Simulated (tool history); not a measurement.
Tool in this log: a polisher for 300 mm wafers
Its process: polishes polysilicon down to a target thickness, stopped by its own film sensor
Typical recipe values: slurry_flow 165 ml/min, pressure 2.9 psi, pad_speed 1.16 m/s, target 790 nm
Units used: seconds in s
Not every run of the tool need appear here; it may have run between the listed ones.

run,hour,slurry_flow,pressure,pad_speed,target,wafers since the last listed run,wafers polished on this pad,hours since the slurry nozzle was cleaned,hours since the head pressure was calibrated,"incoming thickness of the incoming film, nm",seconds
1,0.0,120,2.9,1.16,790,0,334,171.4,702.7,1670.5,112.5
2,15.8,120,2.9,1.16,790,112,446,187.2,718.5,1658.9,109.2
3,24.7,120,2.9,1.16,790,63,510,196.1,727.4,1715.0,117.7
4,35.6,165,2.9,1.16,790,77,587,207.0,738.3,1664.3,104.6
5,52.8,135,2.3,1.16,790,122,709,224.2,755.5,1687.1,135.9
6,69.6,135,2.3,1.16,790,119,829,241.0,772.3,1711.3,142.8
7,83.3,135,2.3,1.16,790,97,926,254.7,786.0,1690.2,139.8
8,95.0,165,2.9,1.16,790,83,1010,266.4,797.7,1688.3,111.7
# hour 103.2: slurry nozzle cleaned
# hour 113.1: worn pad replaced by a new one
9,113.6,165,2.9,1.16,790,96,3,10.4,816.3,1688.8,102.1
10,123.9,165,2.9,1.16,790,73,76,20.7,826.6,1688.5,103.6
11,136.8,165,2.9,1.16,790,91,168,33.6,839.5,1654.5,100.1
12,146.5,165,2.9,1.16,790,68,237,43.3,849.2,1705.6,103.6
13,155.2,140,2.9,1.16,790,61,299,52.0,857.9,1650.1,104.0
14,164.8,130,2.9,1.16,790,68,367,61.6,867.5,1657.4,102.7
15,173.7,140,2.1,1.42,930,63,430,70.5,876.4,1690.5,98.0
16,188.6,105,3.6,0.96,790,105,536,85.4,891.3,1676.1,111.6
# hour 204.8: head pressure recalibrated
17,205.3,165,2.9,1.16,614,104,641,102.1,0.5,1667.1,120.4
18,209.7,165,2.9,1.16,790,31,672,106.5,4.9,1694.9,102.7
19,224.1,205,3.6,1.46,870,102,775,120.9,19.3,1670.2,59.8
20,240.3,165,2.9,1.16,790,115,890,137.1,35.5,1679.3,104.0
# hour 259.9: worn pad replaced by a new one
21,260.4,165,3.9,1.16,790,114,3,157.2,55.6,1672.5,79.7
22,263.2,165,2.9,1.16,790,19,23,160.0,58.4,1664.9,99.5
23,273.3,165,2.9,1.16,790,71,95,170.1,68.5,1689.3,107.3
24,287.9,110,2.2,1.30,790,103,199,184.7,83.1,1703.4,132.7

Exercise: give the hidden state of the tool at every run:
removal rate lost through wear of the pad, %: 0 at every run
deviation of the head's pressure from its setpoint, %: 0 at every run
H1: slurry flow missing at the pad, %
run,H1
1,14.4
2,17.1
3,18.7
4,20.8
5,24.4
6,28.1
7,31.4
8,34.3
9,0.297
10,0.451
11,0.787
12,1.15
13,1.54
14,2.07
15,2.63
16,3.74
17,5.25
18,5.69
19,7.26
20,9.26
21,12.1
22,12.5
23,14.1
24,16.6
